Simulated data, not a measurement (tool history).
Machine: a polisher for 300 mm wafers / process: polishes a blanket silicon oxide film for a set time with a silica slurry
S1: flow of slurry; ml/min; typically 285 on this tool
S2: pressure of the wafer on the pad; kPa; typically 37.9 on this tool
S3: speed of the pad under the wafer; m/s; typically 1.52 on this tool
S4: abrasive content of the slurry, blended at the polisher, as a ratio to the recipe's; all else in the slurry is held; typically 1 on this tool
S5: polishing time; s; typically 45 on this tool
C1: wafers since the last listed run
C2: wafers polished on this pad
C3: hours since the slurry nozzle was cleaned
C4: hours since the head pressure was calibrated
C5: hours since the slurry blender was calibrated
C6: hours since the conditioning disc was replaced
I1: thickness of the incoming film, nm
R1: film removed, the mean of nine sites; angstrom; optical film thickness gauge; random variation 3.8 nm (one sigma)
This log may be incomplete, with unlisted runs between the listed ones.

run	hour	S1	S2	S3	S4	S5	C1	C2	C3	C4	C5	C6	I1	R1
1	0	285	37.9	1.2	1	45	0	553	593.8	285.9	194.2	476.8	1734.1	2403
2	16.6	285	37.9	1.84	1	45	276	830	610.4	302.5	210.8	493.4	1701.6	3238
3	27.2	285	37.9	1.84	1	45	176	1006	621	313.1	221.4	504	1693.3	3183
4	38.7	285	37.9	1.84	1	45	191	1198	632.5	324.6	232.9	515.5	1722.9	3136
# hour 48.7: worn pad replaced by a new one
5	49.1	285	37.9	1.52	1	45	106	6	642.9	335	243.3	525.9	1720.3	2872
6	64	285	37.9	1.52	1	45	248	254	657.8	349.9	258.2	540.8	1747	2893
7	78.3	285	37.9	1.52	1	45	238	492	672.1	364.2	272.5	555.1	1744.8	2856
# hour 82.5: conditioning disc replaced and pad reconditioned
8	93.1	285	37.9	1.52	1	45	213	705	686.9	379	287.3	10.6	1706	2840
9	99.6	285	37.9	1.52	1	45	108	813	693.4	385.5	293.8	17.1	1729	2908
10	107.8	285	41.4	1.86	1	45	136	950	701.6	393.7	302	25.3	1741	3606
11	114.5	285	37.9	1.52	1	38	111	1061	708.3	400.4	308.7	32	1728.7	2396
# hour 118.8: head pressure recalibrated
12	132.3	285	37.9	1.52	1.2	45	263	1324	726.1	13.5	326.5	49.8	1699.2	2451
# hour 143.1: worn pad replaced by a new one
13	143.6	285	37.9	1.52	1.15	45	121	8	737.4	24.8	337.8	61.1	1738.5	2434
14	152.6	185	29.6	1.52	0.9	55	149	157	746.4	33.8	346.8	70.1	1710.6	1958
# hour 165.2: slurry blender recalibrated
15	165.7	285	37.9	1.52	1	38	184	342	759.5	46.9	0.5	83.2	1718	1877
# hour 170.2: slurry nozzle cleaned
16	173.6	285	37.9	1.52	1	45	114	457	3.4	54.8	8.4	91.1	1717.6	2247
# hour 181: head pressure recalibrated, repeated, since the last time left the tool worse
17	182.2	315	37.9	1.52	1.2	45	109	567	12	1.2	17	99.7	1725.1	2925
18	191.1	285	42.1	1.52	1	45	148	715	20.9	10.1	25.9	108.6	1693.1	3029
19	197.8	285	37.9	1.52	1	34	111	827	27.6	16.8	32.6	115.3	1715.5	2062
20	211.1	285	37.9	1.52	1	45	221	1048	40.9	30.1	45.9	128.6	1704	2621
21	218.9	285	37.9	1.52	1	30	129	1178	48.7	37.9	53.7	136.4	1715.6	1836
22	231.2	285	37.9	1.52	0.75	33	204	1383	61	50.2	66	148.7	1733.9	1767
# hour 240.8: worn pad replaced by a new one
23	241.3	285	37.9	1.84	1	45	101	9	71.1	60.3	76.1	158.8	1727.1	3103
24	250.7	285	37.9	1.84	1	45	156	165	80.5	69.7	85.5	168.2	1710.3	3092
25	258.1	285	37.9	1.98	1	45	123	288	87.9	77.1	92.9	175.6	1710.4	3276
26	270.3	285	37.9	1.52	1	45	203	491	100.1	89.3	105.1	187.8	1713	2768
27	277.7	330	45.5	1.52	1	39	123	615	107.5	96.7	112.5	195.2	1728.3	2862

Hidden state, per run?
removal rate lost through wear of the pad, %: 0, the same for each run
slurry flow missing at the pad, %: 0, the same for each run
abrasive missing from the slurry, %: 0, the same for each run
time polished since the conditioner stopped cutting, s: 0, the same for each run
H1: deviation of the head's pressure from its setpoint, %
run	H1
1	4.43
2	5.01
3	5.39
4	5.83
5	6.23
6	6.83
7	7.44
8	8.08
9	8.38
10	8.75
11	9.07
12	-15.6
13	-15.6
14	-15.5
15	-15.5
16	-15.4
17	1.69
18	1.7
19	1.71
20	1.75
21	1.78
22	1.84
23	1.91
24	1.98
25	2.04
26	2.16
27	2.24
